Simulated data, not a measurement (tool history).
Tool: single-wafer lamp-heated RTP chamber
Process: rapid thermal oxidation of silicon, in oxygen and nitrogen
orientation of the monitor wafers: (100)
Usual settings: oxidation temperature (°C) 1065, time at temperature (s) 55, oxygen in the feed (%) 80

| run | hour | oxidation temperature (°C) | time at temperature (s) | oxygen in the feed (%) | wafers since the last listed run | wafers since the last pyrometer calibration | hours since the oxygen flow controller was replaced | hours since the gauge calibration | read-back reference wafer on the same gauge, thickness | oxide thickness on the monitor wafer (angstrom) |
|---|---|---|---|---|---|---|---|---|---|---|
| 1 | 0.0 | 1065 | 55 | 80 | 0 | 1283 | 3739.9 | 919.3 | 6.681 | 82.78 |
| 2 | 103.0 | 1065 | 55 | 80 | 754 | 2037 | 3842.9 | 1022.3 | 6.679 | 82.65 |
| 3 | 133.5 | 1065 | 55 | 80 | 223 | 2260 | 3873.4 | 1052.8 | 6.680 | 82.94 |
| 4 | 201.7 | 1065 | 55 | 80 | 499 | 2760 | 3941.6 | 1121.0 | 6.679 | 83.12 |
| 5 | 243.1 | 1065 | 55 | 80 | 303 | 3063 | 3983.0 | 1162.4 | 6.684 | 83.46 |
|  | 299.6 | pyrometer window cleaned and pyrometer calibrated |
| 6 | 300.1 | 1065 | 69 | 80 | 358 | 3 | 4040.0 | 1219.4 | 6.681 | 91.07 |
| 7 | 324.5 | 1065 | 69 | 80 | 178 | 182 | 4064.4 | 1243.8 | 6.679 | 90.94 |
| 8 | 350.9 | 1065 | 55 | 80 | 193 | 375 | 4090.8 | 1270.2 | 6.677 | 82.07 |
|  | 421.6 | gauge calibrated |
| 9 | 435.4 | 1065 | 55 | 80 | 618 | 994 | 4175.3 | 13.8 | 6.675 | 82.21 |
| 10 | 474.3 | 1082 | 55 | 87 | 284 | 1279 | 4214.2 | 52.7 | 6.682 | 95.12 |
| 11 | 524.1 | 1082 | 55 | 87 | 364 | 1644 | 4264.0 | 102.5 | 6.679 | 95.22 |
| 12 | 556.3 | 1065 | 55 | 80 | 235 | 1879 | 4296.2 | 134.7 | 6.680 | 82.56 |
| 13 | 592.5 | 1065 | 55 | 80 | 265 | 2145 | 4332.4 | 170.9 | 6.677 | 83.01 |
| 14 | 655.1 | 1065 | 55 | 80 | 458 | 2603 | 4395.0 | 233.5 | 6.679 | 82.97 |
|  | 670.5 | pyrometer window cleaned and pyrometer calibrated |
| 15 | 716.5 | 1065 | 69 | 80 | 391 | 336 | 4456.4 | 294.9 | 6.675 | 90.92 |
| 16 | 776.0 | 1065 | 55 | 80 | 435 | 772 | 4515.9 | 354.4 | 6.678 | 82.31 |
| 17 | 839.9 | 1065 | 55 | 57 | 467 | 1240 | 4579.8 | 418.3 | 6.679 | 73.06 |
|  | 855.2 | oxygen flow controller replaced |
| 18 | 886.7 | 1080 | 41 | 59 | 284 | 1524 | 31.5 | 465.1 | 6.679 | 72.02 |
| 19 | 916.4 | 1046 | 55 | 59 | 217 | 1742 | 61.2 | 494.8 | 6.681 | 65.38 |
| 20 | 970.8 | 1065 | 40 | 80 | 398 | 2140 | 115.6 | 549.2 | 6.677 | 72.22 |
| 21 | 1039.0 | 1052 | 44 | 98 | 499 | 2640 | 183.8 | 617.4 | 6.683 | 74.43 |
|  | 1060.1 | pyrometer window cleaned and pyrometer calibrated |
| 22 | 1067.1 | 1079 | 82 | 80 | 147 | 50 | 211.9 | 645.5 | 6.676 | 108.55 |
| 23 | 1138.1 | 1036 | 71 | 65 | 519 | 570 | 282.9 | 716.5 | 6.682 | 70.22 |
| 24 | 1197.3 | 1084 | 55 | 80 | 433 | 1004 | 342.1 | 775.7 | 6.679 | 93.80 |
| 25 | 1263.8 | 1065 | 37 | 55 | 487 | 1491 | 408.6 | 842.2 | 6.680 | 61.05 |

Forecast each of these 4 alternatives for the next run:
| A | 1264.3 | 1065 | 55 | 80 | 3 | 1495 | 409.1 | 842.7 | ? | ? |
| B | 1264.3 | 1094 | 55 | 62 | 3 | 1495 | 409.1 | 842.7 | ? | ? |
| C | 1264.3 | 1086 | 67 | 66 | 3 | 1495 | 409.1 | 842.7 | ? | ? |
| D | 1264.3 | 1046 | 41 | 52 | 3 | 1495 | 409.1 | 842.7 | ? | ? |

| run | read-back reference wafer on the same gauge, thickness | oxide thickness on the monitor wafer (angstrom) |
|---|---|---|
| A | 6.682 | 82.65 |
| B | 6.682 | 91.17 |
| C | 6.682 | 96.71 |
| D | 6.682 | 54.97 |
Without the tool's hidden state the same runs would have given:
| run | oxide thickness on the monitor wafer (angstrom) |
|---|---|
| A | 82.10 |
| B | 90.59 |
| C | 96.08 |
| D | 54.60 |
